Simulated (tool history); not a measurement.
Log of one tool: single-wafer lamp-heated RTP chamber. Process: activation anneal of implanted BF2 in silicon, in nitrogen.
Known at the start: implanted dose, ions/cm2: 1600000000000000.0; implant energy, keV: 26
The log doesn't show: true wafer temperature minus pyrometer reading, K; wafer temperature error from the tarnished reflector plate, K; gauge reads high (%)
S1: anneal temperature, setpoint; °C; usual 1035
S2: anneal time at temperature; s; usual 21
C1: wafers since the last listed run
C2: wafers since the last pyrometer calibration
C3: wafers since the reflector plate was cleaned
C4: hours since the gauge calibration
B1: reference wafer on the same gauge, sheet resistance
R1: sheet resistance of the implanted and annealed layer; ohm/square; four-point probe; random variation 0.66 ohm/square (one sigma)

run 1 hour=0 | S1=1035 S2=21 | C1=0 C2=1206 C3=7227 C4=509.2 | B1=89.2 | R1=110.14
run 2 hour=41.3 | S1=1035 S2=21 | C1=481 C2=1688 C3=7708 C4=550.5 | B1=89.3 | R1=109.64
-- hour=80.5 pyrometer window cleaned and pyrometer calibrated
run 3 hour=99.2 | S1=1029 S2=14 | C1=581 C2=218 C3=8290 C4=608.4 | B1=89.32 | R1=120.32
run 4 hour=132.4 | S1=1029 S2=14 | C1=387 C2=605 C3=8677 C4=641.6 | B1=88.97 | R1=121.53
run 5 hour=187.4 | S1=1029 S2=14 | C1=641 C2=1246 C3=9318 C4=696.6 | B1=88.87 | R1=120.82
-- hour=227.7 pyrometer window cleaned and pyrometer calibrated
run 6 hour=231.2 | S1=1035 S2=21 | C1=417 C2=41 C3=9735 C4=740.4 | B1=88.62 | R1=108.91
run 7 hour=270.5 | S1=1035 S2=21 | C1=458 C2=499 C3=10194 C4=779.7 | B1=88.48 | R1=108.38
-- hour=324.5 reflector plate cleaned
run 8 hour=333.6 | S1=1035 S2=21 | C1=642 C2=1141 C3=105 C4=842.8 | B1=88.31 | R1=107.94
run 9 hour=381.4 | S1=1058 S2=15 | C1=557 C2=1699 C3=663 C4=890.6 | B1=88.04 | R1=100.64
-- hour=404.9 pyrometer window cleaned and pyrometer calibrated
run 10 hour=413.1 | S1=1005 S2=28 | C1=276 C2=95 C3=939 C4=922.3 | B1=88.16 | R1=126.97
-- hour=427.7 gauge calibrated
run 11 hour=459.2 | S1=1035 S2=12 | C1=537 C2=632 C3=1476 C4=31.5 | B1=90.92 | R1=121.13
run 12 hour=530.5 | S1=1035 S2=10 | C1=831 C2=1464 C3=2307 C4=102.8 | B1=90.95 | R1=124.5
-- hour=575.3 pyrometer window cleaned and pyrometer calibrated
run 13 hour=592.5 | S1=1035 S2=21 | C1=629 C2=200 C3=2937 C4=164.8 | B1=90.54 | R1=111.98
run 14 hour=650.3 | S1=1035 S2=12 | C1=673 C2=874 C3=3611 C4=222.6 | B1=90.6 | R1=121.83
run 15 hour=698 | S1=1035 S2=26 | C1=556 C2=1430 C3=4167 C4=270.3 | B1=90.3 | R1=107.43
-- hour=750.3 pyrometer window cleaned and pyrometer calibrated
run 16 hour=769.6 | S1=1026 S2=33 | C1=741 C2=224 C3=4908 C4=341.9 | B1=90.06 | R1=107.79

Hidden state at the last listed run before each entry between runs and at the first one after, where it differs:
Between runs 2 and 3: pyrometer window cleaned and pyrometer calibrated (hour 80.5)
  gauge reads high (%): -1.89 -> -2.09
  measured less the result without the state, R1: -2.12 -> -2.57 ohm/square
Between runs 5 and 6: pyrometer window cleaned and pyrometer calibrated (hour 227.7)
  gauge reads high (%): -2.4 -> -2.55
  measured less the result without the state, R1: -2.97 -> -2.85 ohm/square
Between runs 7 and 8: reflector plate cleaned (hour 324.5)
  gauge reads high (%): -2.69 -> -2.91
  measured less the result without the state, R1: -3 -> -3.23 ohm/square
Between runs 9 and 10: pyrometer window cleaned and pyrometer calibrated (hour 404.9)
  gauge reads high (%): -3.08 -> -3.19
  measured less the result without the state, R1: -3.2 -> -4.18 ohm/square
Between runs 10 and 11: gauge calibrated (hour 427.7)
  gauge reads high (%): -3.19 -> 0.0676
  measured less the result without the state, R1: -4.18 -> +0.09 ohm/square
Between runs 12 and 13: pyrometer window cleaned and pyrometer calibrated (hour 575.3)
  gauge reads high (%): -0.181 -> -0.397
  measured less the result without the state, R1: -0.22 -> -0.45 ohm/square
Between runs 15 and 16: pyrometer window cleaned and pyrometer calibrated (hour 750.3)
  gauge reads high (%): -0.764 -> -1.01
  measured less the result without the state, R1: -0.82 -> -1.1 ohm/square

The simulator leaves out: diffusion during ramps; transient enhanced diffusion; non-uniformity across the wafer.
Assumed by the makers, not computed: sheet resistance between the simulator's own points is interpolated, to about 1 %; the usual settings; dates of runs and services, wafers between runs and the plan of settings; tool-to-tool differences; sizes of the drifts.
